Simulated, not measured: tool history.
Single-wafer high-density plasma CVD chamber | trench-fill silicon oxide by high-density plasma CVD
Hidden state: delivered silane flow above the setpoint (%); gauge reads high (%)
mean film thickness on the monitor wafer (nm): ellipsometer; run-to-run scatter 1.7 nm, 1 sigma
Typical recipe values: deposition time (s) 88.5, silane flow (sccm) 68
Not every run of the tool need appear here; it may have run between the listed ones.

run,day,deposition time (s),silane flow (sccm),wafers since the last listed run,hours since the silane flow controller was replaced,hours since the gauge calibration,"read-back reference wafer on the same gauge, thickness_nm",mean film thickness on the monitor wafer (nm)
1,0.000,88.5,68,0,2867.7,722.7,630.698,517.966
2,8.708,88.5,68,3858,3076.7,931.7,631.253,518.559
3,10.271,88.5,68,692,3114.2,969.2,631.242,519.070
4,12.112,88.5,68,815,3158.4,1013.4,631.015,514.910
5,13.608,88.5,68,662,3194.3,1049.3,631.241,516.807
6,15.646,88.5,68,902,3243.2,1098.2,631.065,517.720
7,16.683,88.5,68,459,3268.1,1123.1,631.103,513.669
8,19.412,88.5,68,1209,3333.6,1188.6,631.201,515.705
9,21.158,88.5,68,773,3375.5,1230.5,631.015,512.543
10,22.600,88.5,68,638,3410.1,1265.1,630.878,515.395
11,25.404,88.5,73,1242,3477.4,1332.4,631.136,548.767
12,27.375,96.6,68,873,3524.7,1379.7,631.094,559.389
13,29.967,96.6,68,1148,3586.9,1441.9,631.263,557.295
14,32.783,88.5,68,1247,3654.5,1509.5,630.815,515.068
15,40.650,88.5,68,3485,3843.3,1698.3,630.919,511.512
16,42.008,88.5,68,601,3875.9,1730.9,630.984,513.131
17,44.129,88.5,68,939,3926.8,1781.8,630.733,515.612
18,46.629,88.5,68,1107,3986.8,1841.8,630.775,512.159
19,48.046,88.5,68,627,4020.8,1875.8,630.886,511.639
20,49.646,101.3,68,708,4059.2,1914.2,630.767,582.889
21,51.067,88.5,68,629,4093.3,1948.3,631.065,513.059
22,52.329,88.5,57,559,4123.6,1978.6,630.521,441.658
23,53.717,99.5,76,614,4156.9,2011.9,630.588,632.974
24,55.408,88.5,68,749,4197.5,2052.5,630.814,511.093
25,56.888,100.2,68,655,4233.0,2088.0,631.307,575.126
26,59.104,88.5,55,982,4286.2,2141.2,630.722,427.969
# day 60.575: silane flow controller replaced
# day 61.446: gauge calibrated
27,61.792,94.2,76,1042,29.2,8.3,631.107,617.310
28,63.112,76.7,74,585,60.9,40.0,630.447,493.783
29,64.254,97.2,80,505,88.3,67.4,630.987,671.978
30,66.667,106.1,64,1068,146.2,125.3,631.041,600.707
31,68.092,88.5,68,631,180.4,159.5,630.702,529.156
32,70.162,88.5,68,917,230.1,209.2,631.224,527.181
33,71.550,88.5,60,614,263.4,242.5,630.700,472.100
34,74.346,72.1,59,1238,330.5,309.6,630.893,379.058
35,75.538,98.0,57,527,359.1,338.2,631.349,499.965
36,77.442,98.1,64,843,404.8,383.9,631.234,551.452
37,81.867,88.5,62,1960,511.0,490.1,630.807,486.509

Alternative continuations, all from the tool just after run 37; predict every row:
A,81.883,88.5,56,7,511.4,490.5,?,?
B,81.883,97.1,68,7,511.4,490.5,?,?
C,81.883,72.3,63,7,511.4,490.5,?,?
D,81.883,72.4,60,7,511.4,490.5,?,?

run,"read-back reference wafer on the same gauge, thickness_nm",mean film thickness on the monitor wafer (nm)
A,631.104,446.466
B,631.104,577.219
C,631.104,402.688
D,631.104,386.959
What these runs would have given with no unlogged condition in the tool:
run,mean film thickness on the monitor wafer (nm)
A,449.792
B,581.519
C,405.688
D,389.842
